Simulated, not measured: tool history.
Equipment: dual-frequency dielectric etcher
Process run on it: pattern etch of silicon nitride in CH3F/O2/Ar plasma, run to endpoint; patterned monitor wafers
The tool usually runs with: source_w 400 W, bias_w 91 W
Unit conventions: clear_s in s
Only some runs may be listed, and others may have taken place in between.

run   hour  source_w  bias_w  wafers since the last listed run  hours since the last wet clean  hours since the last source power generator calibration  hours since the last bias power generator calibration  hours since the last upper electrode change  incoming incoming film thickness, nm  clear_s
  1    0.0       400      91                                 0                           272.8                                                   1974.8                                                 3335.3                                       5685.1                                 25.11     35.9
  2   16.6       450      83                               283                           289.4                                                   1991.4                                                 3351.9                                       5701.7                                 25.04     34.2
  3   24.5       400     100                               134                           297.3                                                   1999.3                                                 3359.8                                       5709.6                                 24.97     34.8
  4   36.0       400     100                               196                           308.8                                                   2010.8                                                 3371.3                                       5721.1                                 24.83     34.9
  5   47.6       400      91                               197                           320.4                                                   2022.4                                                 3382.9                                       5732.7                                 24.82     35.8
  6   58.7       400      91                               189                           331.5                                                   2033.5                                                 3394.0                                       5743.8                                 25.22     36.3
  7   74.6       400      91                               271                           347.4                                                   2049.4                                                 3409.9                                       5759.7                                 25.06     36.1
  8   87.6       380      91                               221                           360.4                                                   2062.4                                                 3422.9                                       5772.7                                 24.90     37.0
  9   97.4       450      91                               167                           370.2                                                   2072.2                                                 3432.7                                       5782.5                                 24.92     33.6
 10  107.4       450      91                               170                           380.2                                                   2082.2                                                 3442.7                                       5792.5                                 24.83     33.6
     127.0  -- source power generator calibrated
     142.4  -- upper electrode replaced
     146.6  -- bias power generator calibrated
 11  147.1       450      91                               278                           419.9                                                     20.1                                                    0.5                                          4.7                                 24.78     33.6
 12  147.4       400      91                                 5                           420.2                                                     20.4                                                    0.8                                          5.0                                 24.78     36.0
 13  147.8       400      91                                 6                           420.6                                                     20.8                                                    1.2                                          5.4                                 24.81     36.0
     177.9  -- wet clean of the chamber
 14  178.4       330      91                               112                             0.5                                                     51.4                                                   31.8                                         36.0                                 24.94     39.3
 15  178.7       330      91                                 5                             0.8                                                     51.7                                                   32.1                                         36.3                                 24.88     39.2
 16  193.7       450     114                               255                            15.8                                                     66.7                                                   47.1                                         51.3                                 25.08     30.7
 17  201.1       400      91                               126                            23.2                                                     74.1                                                   54.5                                         58.7                                 25.04     34.9
 18  209.0       400      75                               134                            31.1                                                     82.0                                                   62.4                                         66.6                                 24.79     36.4
 19  221.4       320      80                               211                            43.5                                                     94.4                                                   74.8                                         79.0                                 24.85     41.4
 20  227.9       400      91                               110                            50.0                                                    100.9                                                   81.3                                         85.5                                 24.92     34.6
 21  241.9       490      77                               238                            64.0                                                    114.9                                                   95.3                                         99.5                                 24.80     32.3
 22  257.2       400      82                               260                            79.3                                                    130.2                                                  110.6                                        114.8                                 24.98     35.9
 23  265.6       400      91                               143                            87.7                                                    138.6                                                  119.0                                        123.2                                 24.94     35.0
 24  278.1       330      91                               213                           100.2                                                    151.1                                                  131.5                                        135.7                                 24.82     39.5
 25  286.7       400      91                               146                           108.8                                                    159.7                                                  140.1                                        144.3                                 24.85     35.2
 26  302.3       480      82                               266                           124.4                                                    175.3                                                  155.7                                        159.9                                 24.84     32.4
 27  311.7       480     101                               160                           133.8                                                    184.7                                                  165.1                                        169.3                                 24.97     30.9
 28  319.5       470      91                               133                           141.6                                                    192.5                                                  172.9                                        177.1                                 24.88     32.2
 29  336.7       370      99                               293                           158.8                                                    209.7                                                  190.1                                        194.3                                 24.72     36.2
 30  351.8       370      73                               257                           173.9                                                    224.8                                                  205.2                                        209.4                                 24.97     39.3
 31  393.9       500      76                               718                           216.0                                                    266.9                                                  247.3                                        251.5                                 24.97     32.9

What if the next run were any one of these 3? Each begins from the tool's condition after run 31:
  A  394.3       400      91                                 6                           216.4                                                    267.3                                                  247.7                                        251.9                                 24.94        ?
  B  394.3       320      91                                 6                           216.4                                                    267.3                                                  247.7                                        251.9                                 24.94        ?
  C  394.3       320      72                                 6                           216.4                                                    267.3                                                  247.7                                        251.9                                 24.94        ?

run  clear_s
  A     35.6
  B     41.1
  C     43.7
With the hidden condition removed and each run's random variation left untouched, the same runs would have given:
run  clear_s
  A     34.7
  B     40.1
  C     42.5

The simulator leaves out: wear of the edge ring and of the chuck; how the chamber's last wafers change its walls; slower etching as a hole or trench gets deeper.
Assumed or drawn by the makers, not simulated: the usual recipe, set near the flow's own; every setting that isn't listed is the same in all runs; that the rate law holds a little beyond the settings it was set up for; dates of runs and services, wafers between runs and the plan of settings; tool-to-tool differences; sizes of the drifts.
